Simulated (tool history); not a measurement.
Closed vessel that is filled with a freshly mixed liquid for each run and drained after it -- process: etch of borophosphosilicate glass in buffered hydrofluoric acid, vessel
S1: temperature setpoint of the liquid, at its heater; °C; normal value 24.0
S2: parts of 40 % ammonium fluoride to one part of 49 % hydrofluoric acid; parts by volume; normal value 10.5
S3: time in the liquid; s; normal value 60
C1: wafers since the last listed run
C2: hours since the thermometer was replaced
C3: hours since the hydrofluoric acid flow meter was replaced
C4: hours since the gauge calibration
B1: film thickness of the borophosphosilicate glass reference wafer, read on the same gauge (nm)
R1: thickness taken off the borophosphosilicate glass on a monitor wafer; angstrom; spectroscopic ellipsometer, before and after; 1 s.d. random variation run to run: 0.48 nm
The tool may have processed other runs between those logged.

run	hour	S1	S2	S3	C1	C2	C3	C4	B1	R1
1	0.0	24.0	9.5	60	0	2264.9	1288.7	341.7	80.04	1035.2
2	10.8	24.0	7.5	60	1129	2275.7	1299.5	352.5	79.99	1261.9
3	25.6	24.0	7.5	60	1547	2290.5	1314.3	367.3	79.99	1256.0
4	41.0	24.0	7.5	60	1610	2305.9	1329.7	382.7	79.95	1258.2
5	54.4	24.0	10.5	60	1401	2319.3	1343.1	396.1	79.97	939.6
6	66.2	24.0	10.5	60	1233	2331.1	1354.9	407.9	80.03	928.1
7	78.7	24.0	10.5	60	1306	2343.6	1367.4	420.4	80.03	931.5
# hour 84.3: gauge calibrated
8	90.9	24.0	10.5	60	1275	2355.8	1379.6	6.6	80.02	926.4
# hour 95.7: thermometer replaced
9	99.8	24.0	10.5	60	825	4.1	1388.5	15.5	80.00	822.3
10	116.4	24.0	10.5	40	1735	20.7	1405.1	32.1	80.00	540.7
11	130.3	24.0	10.5	40	1453	34.6	1419.0	46.0	80.02	538.1
12	141.3	19.5	8.0	80	1150	45.6	1430.0	57.0	79.98	1074.5
# hour 145.8: hydrofluoric acid flow meter replaced
13	148.3	24.0	8.0	40	627	52.6	2.5	64.0	79.93	791.1
14	157.6	24.0	10.5	60	972	61.9	11.8	73.3	79.99	923.7
15	166.0	24.0	10.5	60	878	70.3	20.2	81.7	79.99	936.2
16	181.5	24.0	10.5	60	1620	85.8	35.7	97.2	80.03	920.6
17	195.8	24.0	10.5	75	1495	100.1	50.0	111.5	80.01	1161.0
18	203.9	24.0	10.5	60	846	108.2	58.1	119.6	80.02	931.1
19	221.5	24.0	14.0	60	1840	125.8	75.7	137.2	79.97	699.9
20	236.1	26.0	7.5	40	1526	140.4	90.3	151.8	80.00	941.6
21	249.6	27.0	7.0	40	1411	153.9	103.8	165.3	80.01	1065.2
22	255.8	24.0	10.5	35	648	160.1	110.0	171.5	80.00	535.1
23	261.8	27.0	14.5	95	627	166.1	116.0	177.5	79.99	1258.5
24	270.4	24.0	8.0	60	899	174.7	124.6	186.1	80.03	1176.1
25	288.3	29.0	10.5	60	1871	192.6	142.5	204.0	79.97	1202.4
26	301.0	24.0	10.5	45	1327	205.3	155.2	216.7	80.04	696.4
27	311.8	24.0	14.0	60	1129	216.1	166.0	227.5	79.98	698.4
28	329.2	24.0	10.5	65	1819	233.5	183.4	244.9	79.93	994.9
29	340.7	24.0	13.5	85	1202	245.0	194.9	256.4	79.99	1020.5
30	355.0	24.0	10.5	60	1495	259.3	209.2	270.7	79.95	928.8
31	370.9	24.0	10.5	80	1662	275.2	225.1	286.6	79.98	1238.5

What differs in the tool's unlogged condition from the final listed run ahead of each entry between runs to the first listed run following it?
Logged between run 7 and run 8: gauge calibrated (hour 84.3)
  liquid hotter than its thermometer reads (K): 2.48 -> 2.49; hydrofluoric acid flow below the setpoint (%): 13 -> 13.2
  the result without the hidden state subtracted from the measured one, R1: -4.1 -> -4.8 angstrom
Logged between run 8 and run 9: thermometer replaced (hour 95.7)
  liquid hotter than its thermometer reads (K): 2.49 -> 0.0917
  the result without the hidden state subtracted from the measured one, R1: -4.8 -> -118.5 angstrom
Logged between run 12 and run 13: hydrofluoric acid flow meter replaced (hour 145.8)
  liquid hotter than its thermometer reads (K): 0.134 -> 0.141; hydrofluoric acid flow below the setpoint (%): 13.6 -> 1.08
  the result without the hidden state subtracted from the measured one, R1: -162.0 -> -3.4 angstrom

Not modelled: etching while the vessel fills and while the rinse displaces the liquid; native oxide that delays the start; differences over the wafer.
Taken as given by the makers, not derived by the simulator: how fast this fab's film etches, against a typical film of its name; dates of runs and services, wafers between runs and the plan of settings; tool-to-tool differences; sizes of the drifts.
